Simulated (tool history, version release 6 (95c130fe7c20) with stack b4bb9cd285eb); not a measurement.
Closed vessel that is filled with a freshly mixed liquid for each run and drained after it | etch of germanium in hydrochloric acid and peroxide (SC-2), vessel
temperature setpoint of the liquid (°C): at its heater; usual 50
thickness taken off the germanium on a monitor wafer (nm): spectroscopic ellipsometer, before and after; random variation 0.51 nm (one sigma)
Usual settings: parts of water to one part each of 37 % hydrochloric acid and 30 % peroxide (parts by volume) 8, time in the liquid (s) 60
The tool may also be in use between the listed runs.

run    hour  temperature setpoint of the liquid (°C)  parts of water to one part each of 37 % hydrochloric acid and 30 % peroxide (parts by volume)  time in the liquid (s)  read-back film thickness of the germanium reference wafer, read on the same gauge (nm)  thickness taken off the germanium on a monitor wafer (nm)
  1       0                                       54                                                                                              7                      60                                                                                  149.99                                                     139.21
  2    57.8                                       50                                                                                              8                      60                                                                                     150                                                      122.4
  3   110.5                                       50                                                                                              8                      60                                                                                  150.01                                                     122.23
  4   173.7                                       50                                                                                              5                      60                                                                                  149.95                                                     124.56
  5   198.1                                       50                                                                                              5                      60                                                                                  149.98                                                     122.95
  6   246.8                                       50                                                                                              5                      60                                                                                  150.01                                                     123.53
      262.5  -- chemicals flow meter replaced
  7   275.4                                       50                                                                                              8                      60                                                                                     150                                                     121.19
        317  -- thermometer replaced
  8   328.6                                       50                                                                                              8                      60                                                                                  149.94                                                     116.66
  9   380.7                                       50                                                                                              8                      60                                                                                  149.96                                                     115.44
 10   452.5                                     43.5                                                                                              8                      60                                                                                  150.03                                                      93.97
 11   476.6                                       50                                                                                              6                      85                                                                                  149.98                                                     167.69
 12   565.9                                       50                                                                                            5.5                      40                                                                                  149.99                                                      78.51
 13   610.3                                       50                                                                                            4.5                      35                                                                                  149.99                                                      69.15
 14   645.2                                     47.5                                                                                              6                      30                                                                                  149.96                                                      53.83
      652.1  -- thermometer replaced, repeated, since the last time left the tool worse
 15   685.8                                       50                                                                                              8                      60                                                                                  149.97                                                     128.62
 16   715.8                                       50                                                                                              8                      60                                                                                  149.99                                                     128.47
 17   741.9                                     53.5                                                                                            6.5                      60                                                                                  150.01                                                     144.95
 18     779                                       42                                                                                              7                      30                                                                                  149.98                                                      49.93
 19   844.6                                       53                                                                                           10.5                      75                                                                                  150.02                                                     171.01
 20   903.3                                       41                                                                                            5.5                      90                                                                                  149.95                                                     145.18
 21  1060.2                                     58.5                                                                                           10.5                      30                                                                                  150.02                                                      80.27
 22  1118.9                                       50                                                                                             11                      60                                                                                  150.03                                                     123.73
     1131.8  -- gauge calibrated
     1133.2  -- new drum of peroxide connected
 23  1183.7                                       50                                                                                              8                      60                                                                                  149.95                                                     126.71
 24  1224.5                                       50                                                                                              8                      60                                                                                  150.01                                                     126.81
 25    1251                                       50                                                                                              8                      30                                                                                  149.96                                                      63.44
 26  1310.9                                       53                                                                                              9                      30                                                                                  149.98                                                      68.73
 27  1350.4                                       53                                                                                              6                      30                                                                                  149.97                                                      70.57
 28  1538.1                                       50                                                                                              8                      45                                                                                  149.96                                                      94.19
 29  1567.6                                       50                                                                                              8                      60                                                                                  150.02                                                     125.35

Forecast each of these 5 alternatives for the next run:
  A  1568.3                                       60                                                                                              8                      60                                                                                       ?                                                          ?
  B  1568.3                                       50                                                                                              7                      75                                                                                       ?                                                          ?
  C  1568.3                                       50                                                                                             10                      95                                                                                       ?                                                          ?
  D  1568.3                                       50                                                                                              8                      50                                                                                       ?                                                          ?
  E  1568.3                                       47                                                                                              6                      90                                                                                       ?                                                          ?

run  read-back film thickness of the germanium reference wafer, read on the same gauge (nm)  thickness taken off the germanium on a monitor wafer (nm)
  A                                                                                  149.99                                                     169.15
  B                                                                                  149.99                                                     156.58
  C                                                                                  149.99                                                     193.26
  D                                                                                  149.99                                                     103.55
  E                                                                                  149.99                                                     171.64
Without the tool's hidden state the same runs would have given:
run  thickness taken off the germanium on a monitor wafer (nm)
  A                                                     172.81
  B                                                     160.22
  C                                                      197.7
  D                                                     105.95
  E                                                     175.74

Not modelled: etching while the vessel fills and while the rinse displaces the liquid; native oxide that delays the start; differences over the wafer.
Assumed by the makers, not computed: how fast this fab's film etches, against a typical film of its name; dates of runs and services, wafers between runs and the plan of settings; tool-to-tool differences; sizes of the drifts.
